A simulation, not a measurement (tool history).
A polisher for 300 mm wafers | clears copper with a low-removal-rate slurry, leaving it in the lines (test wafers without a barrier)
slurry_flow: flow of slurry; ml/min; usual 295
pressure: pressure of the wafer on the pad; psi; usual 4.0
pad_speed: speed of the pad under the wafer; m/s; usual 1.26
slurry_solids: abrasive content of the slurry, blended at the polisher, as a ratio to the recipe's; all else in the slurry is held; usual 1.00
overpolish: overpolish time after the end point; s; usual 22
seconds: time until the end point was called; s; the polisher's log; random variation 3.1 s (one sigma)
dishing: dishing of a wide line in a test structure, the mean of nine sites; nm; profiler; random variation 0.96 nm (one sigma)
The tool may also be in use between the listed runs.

run	hour	slurry_flow	pressure	pad_speed	slurry_solids	overpolish	incoming thickness of the incoming film, nm	seconds	dishing
1	0.0	295	4.0	1.26	1.00	15	733.8	189.9	44.2
# hour 25.5: slurry blender recalibrated
2	80.8	295	4.0	1.26	1.00	15	724.3	194.1	42.8
# hour 125.0: slurry nozzle cleaned
3	125.4	295	4.0	1.26	1.00	22	729.3	196.2	56.9
# hour 174.6: head pressure recalibrated
4	177.2	295	4.0	1.26	1.00	22	724.9	187.8	62.6
# hour 216.2: worn pad replaced by a new one
5	278.6	295	4.0	1.26	1.00	22	724.1	184.4	63.6
6	325.9	295	4.0	1.26	1.00	22	725.7	189.2	61.5
# hour 392.8: slurry blender recalibrated
7	402.4	295	4.0	1.26	1.00	22	723.6	192.0	59.0
8	491.4	295	4.0	1.26	1.00	22	724.0	205.7	55.9
# hour 495.9: head pressure recalibrated
9	561.9	295	4.0	1.26	1.00	22	720.4	200.2	57.5
# hour 623.0: worn pad replaced by a new one
10	650.1	295	4.0	1.26	1.00	22	727.7	182.9	61.0
11	756.4	295	4.0	1.26	1.00	22	723.3	188.8	58.7
# hour 762.9: slurry nozzle cleaned
# hour 774.4: slurry blender recalibrated
12	839.4	295	4.7	1.26	1.00	35	720.7	175.3	96.6
# hour 891.9: head pressure recalibrated
13	932.8	295	4.0	0.98	1.00	32	713.3	229.7	72.4
14	987.8	360	4.0	0.98	0.85	18	723.3	251.4	41.0
# hour 1028.6: worn pad replaced by a new one
15	1049.9	295	2.9	1.26	1.00	22	730.0	241.5	48.9
# hour 1142.8: slurry blender recalibrated
16	1180.1	210	5.3	1.26	1.00	22	723.6	145.7	73.9
17	1224.2	295	4.0	1.26	1.00	22	718.8	182.9	59.7
# hour 1265.6: head pressure recalibrated
18	1280.8	260	5.3	1.26	1.15	18	708.3	132.0	69.9
# hour 1319.7: slurry nozzle cleaned
# hour 1356.5: worn pad replaced by a new one
19	1477.8	345	5.1	1.66	1.25	22	728.0	117.5	92.8
# hour 1501.5: slurry blender recalibrated
20	1560.5	295	4.9	1.26	1.00	22	717.6	159.1	69.6
# hour 1604.7: head pressure recalibrated
21	1664.6	295	4.0	1.26	1.25	22	710.5	174.7	63.3
# hour 1688.5: worn pad replaced by a new one
22	1703.8	295	4.0	1.26	1.00	22	725.2	181.9	64.7
23	1773.5	295	4.9	1.26	1.00	22	738.3	150.7	74.4

4 ways to go on from here, each from the tool as it stands after run 23. What would each give?
A	1774.0	295	4.0	1.26	0.80	22	712.8	?	?
B	1774.0	295	4.0	1.26	1.10	34	712.8	?	?
C	1774.0	355	4.0	1.26	1.25	16	712.8	?	?
D	1774.0	400	5.1	1.26	1.00	22	712.8	?	?

run	seconds	dishing
A	189.8	60.8
B	176.9	89.4
C	169.4	51.3
D	139.8	79.0
Without the tool's hidden state the same runs would have given:
run	seconds	dishing
A	174.1	65.6
B	162.3	95.8
C	155.4	55.5
D	128.3	84.9
